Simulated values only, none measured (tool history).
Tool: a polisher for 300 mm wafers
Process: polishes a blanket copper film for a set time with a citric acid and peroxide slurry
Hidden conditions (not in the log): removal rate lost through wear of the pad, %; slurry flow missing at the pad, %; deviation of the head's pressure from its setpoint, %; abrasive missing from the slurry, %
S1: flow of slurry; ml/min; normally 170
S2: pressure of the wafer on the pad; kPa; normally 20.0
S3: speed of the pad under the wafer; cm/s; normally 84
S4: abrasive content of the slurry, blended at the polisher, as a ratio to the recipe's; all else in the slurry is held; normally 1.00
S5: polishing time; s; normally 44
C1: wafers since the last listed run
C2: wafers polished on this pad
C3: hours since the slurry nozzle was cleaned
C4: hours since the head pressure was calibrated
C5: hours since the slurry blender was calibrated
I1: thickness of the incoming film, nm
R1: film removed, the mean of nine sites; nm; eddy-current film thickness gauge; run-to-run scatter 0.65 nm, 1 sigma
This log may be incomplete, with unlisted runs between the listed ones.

Run 1, day 0.000: usual settings; C1 0; C2 3316; C3 329.4; C4 776.8; C5 7.7; I1 513.5. Result: R1 80.1 nm.
At day 0.788: worn pad replaced by a new one.
Run 2, day 1.567: usual settings; C1 482; C2 268; C3 367.0; C4 814.4; C5 45.3; I1 508.7. Result: R1 80.5 nm.
At day 2.354: slurry nozzle cleaned.
Run 3, day 5.475: usual settings; C1 1333; C2 1601; C3 74.9; C4 908.2; C5 139.1; I1 512.0. Result: R1 80.0 nm.
Run 4, day 8.925: usual settings; C1 1189; C2 2791; C3 157.7; C4 991.0; C5 221.9; I1 508.9. Result: R1 80.1 nm.
At day 10.500: worn pad replaced by a new one.
Run 5, day 12.467: usual settings; C1 1164; C2 677; C3 242.7; C4 1076.0; C5 306.9; I1 502.1. Result: R1 80.2 nm.
At day 16.158: slurry blender recalibrated.
At day 16.438: slurry nozzle cleaned.
Run 6, day 16.921: usual settings but S2 22.8 kPa; C1 1493; C2 2170; C3 11.6; C4 1182.9; C5 18.3; I1 511.9. Result: R1 90.1 nm.
At day 18.642: head pressure recalibrated.
Run 7, day 19.075: usual settings but S2 22.8 kPa; C1 714; C2 2885; C3 63.3; C4 10.4; C5 70.0; I1 513.9. Result: R1 80.9 nm.
At day 19.662: worn pad replaced by a new one.
Run 8, day 21.538: usual settings but S2 22.8 kPa; C1 791; C2 646; C3 122.4; C4 69.5; C5 129.1; I1 508.0. Result: R1 82.1 nm.
Run 9, day 23.729: usual settings; C1 755; C2 1402; C3 175.0; C4 122.1; C5 181.7; I1 514.3. Result: R1 75.1 nm.
Run 10, day 27.658: usual settings but S1 190 ml/min, S3 72 cm/s, S4 0.85; C1 1355; C2 2757; C3 269.3; C4 216.4; C5 276.0; I1 510.9. Result: R1 68.1 nm.
At day 29.429: worn pad replaced by a new one.
Run 11, day 30.117: usual settings but S1 220 ml/min, S3 110 cm/s, S4 0.85, S5 33 s; C1 790; C2 237; C3 328.3; C4 275.4; C5 335.0; I1 503.5. Result: R1 68.0 nm.
At day 30.554: slurry nozzle cleaned.
At day 33.492: slurry blender recalibrated.
Run 12, day 33.667: usual settings but S5 50 s; C1 1181; C2 1418; C3 74.7; C4 360.6; C5 4.2; I1 513.8. Result: R1 89.2 nm.
Run 13, day 38.112: usual settings but S1 135 ml/min; C1 1533; C2 2952; C3 181.4; C4 467.3; C5 110.9; I1 509.8. Result: R1 78.2 nm.
At day 39.629: worn pad replaced by a new one.
Run 14, day 41.721: usual settings but S5 55 s; C1 1187; C2 721; C3 268.0; C4 553.9; C5 197.5; I1 514.0. Result: R1 99.3 nm.
At day 42.529: slurry nozzle cleaned.
Run 15, day 44.075: usual settings but S1 205 ml/min, S3 58 cm/s, S5 52 s; C1 797; C2 1519; C3 37.1; C4 610.4; C5 254.0; I1 504.9. Result: R1 78.5 nm.
Run 16, day 45.975: usual settings but S2 15.2 kPa, S4 0.80; C1 655; C2 2174; C3 82.7; C4 656.0; C5 299.6; I1 510.1. Result: R1 62.1 nm.
Run 17, day 48.125: usual settings; C1 741; C2 2916; C3 134.3; C4 707.6; C5 351.2; I1 515.0. Result: R1 79.8 nm.
At day 49.104: worn pad replaced by a new one.
At day 49.462: slurry blender recalibrated.
Run 18, day 50.821: usual settings but S2 16.5 kPa; C1 843; C2 563; C3 199.0; C4 772.3; C5 32.6; I1 504.7. Result: R1 70.3 nm.
Run 19, day 52.512: usual settings; C1 583; C2 1147; C3 239.6; C4 812.9; C5 73.2; I1 518.0. Result: R1 80.1 nm.

What the log doesn't show, run by run:
removal rate lost through wear of the pad, %: 0, the same for each run
slurry flow missing at the pad, %: 0, the same for each run
abrasive missing from the slurry, %: 0, the same for each run
H1: deviation of the head's pressure from its setpoint, %
run     H1
  1   12.6
  2   12.7
  3     13
  4   13.3
  5   13.4
  6   13.6
  7  0.985
  8   2.77
  9   4.14
 10   6.17
 11    7.2
 12   8.43
 13   9.63
 14   10.4
 15   10.8
 16   11.1
 17   11.3
 18   11.7
 19   11.8
